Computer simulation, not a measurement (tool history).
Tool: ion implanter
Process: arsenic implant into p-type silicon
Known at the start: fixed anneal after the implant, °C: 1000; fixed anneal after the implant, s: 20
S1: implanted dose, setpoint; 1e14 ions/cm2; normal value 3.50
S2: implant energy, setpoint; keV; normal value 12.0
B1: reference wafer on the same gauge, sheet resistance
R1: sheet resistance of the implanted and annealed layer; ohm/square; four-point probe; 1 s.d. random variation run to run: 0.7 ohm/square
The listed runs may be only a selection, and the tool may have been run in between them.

| run | day | S1 | S2 | B1 | R1 |
|---|---|---|---|---|---|
| 1 | 0.000 | 3.50 | 12.0 | 323.07 | 284.78 |
| 2 | 2.475 | 3.50 | 12.0 | 322.97 | 283.25 |
| 3 | 4.375 | 3.50 | 12.0 | 323.11 | 284.21 |
| 4 | 5.796 | 4.29 | 12.0 | 323.05 | 244.59 |
| 5 | 8.396 | 3.50 | 12.0 | 322.94 | 284.50 |
| 6 | 9.888 | 3.50 | 12.0 | 322.97 | 286.24 |
| 7 | 12.367 | 3.50 | 12.0 | 323.09 | 286.76 |
| 8 | 13.575 | 3.50 | 12.0 | 322.96 | 286.58 |
|  | 15.133 | Faraday cup replaced and dose calibrated |
| 9 | 15.154 | 3.50 | 12.0 | 323.15 | 278.29 |
|  | 16.533 | gauge calibrated |
| 10 | 16.729 | 3.90 | 16.0 | 323.17 | 247.51 |
| 11 | 18.575 | 2.95 | 12.0 | 323.04 | 317.26 |
| 12 | 20.050 | 3.50 | 12.0 | 322.94 | 279.02 |
|  | 21.200 | extraction supply calibrated |
| 13 | 21.608 | 4.30 | 10.5 | 323.01 | 241.75 |
| 14 | 23.142 | 3.50 | 12.0 | 322.92 | 279.38 |
| 15 | 25.529 | 3.84 | 14.0 | 322.89 | 256.71 |
| 16 | 27.829 | 2.51 | 14.5 | 323.06 | 353.09 |
| 17 | 29.438 | 2.93 | 9.5 | 323.18 | 328.95 |
| 18 | 30.612 | 2.74 | 14.0 | 323.07 | 331.96 |

Each row is a separate what-if for the run after 18, all from the same tool condition, not one after another. Results?
| A | 30.629 | 3.50 | 15.5 | ? | ? |
| B | 30.629 | 3.50 | 8.5 | ? | ? |
| C | 30.629 | 2.74 | 12.0 | ? | ? |
| D | 30.629 | 3.50 | 14.5 | ? | ? |
| E | 30.629 | 3.85 | 15.0 | ? | ? |

| run | B1 | R1 |
|---|---|---|
| A | 323.04 | 272.54 |
| B | 323.04 | 289.67 |
| C | 323.04 | 337.63 |
| D | 323.04 | 274.61 |
| E | 323.04 | 254.74 |
Had the tool no hidden state, the same runs would have come out as:
| run | R1 |
|---|---|
| A | 269.15 |
| B | 286.02 |
| C | 333.37 |
| D | 271.20 |
| E | 251.60 |
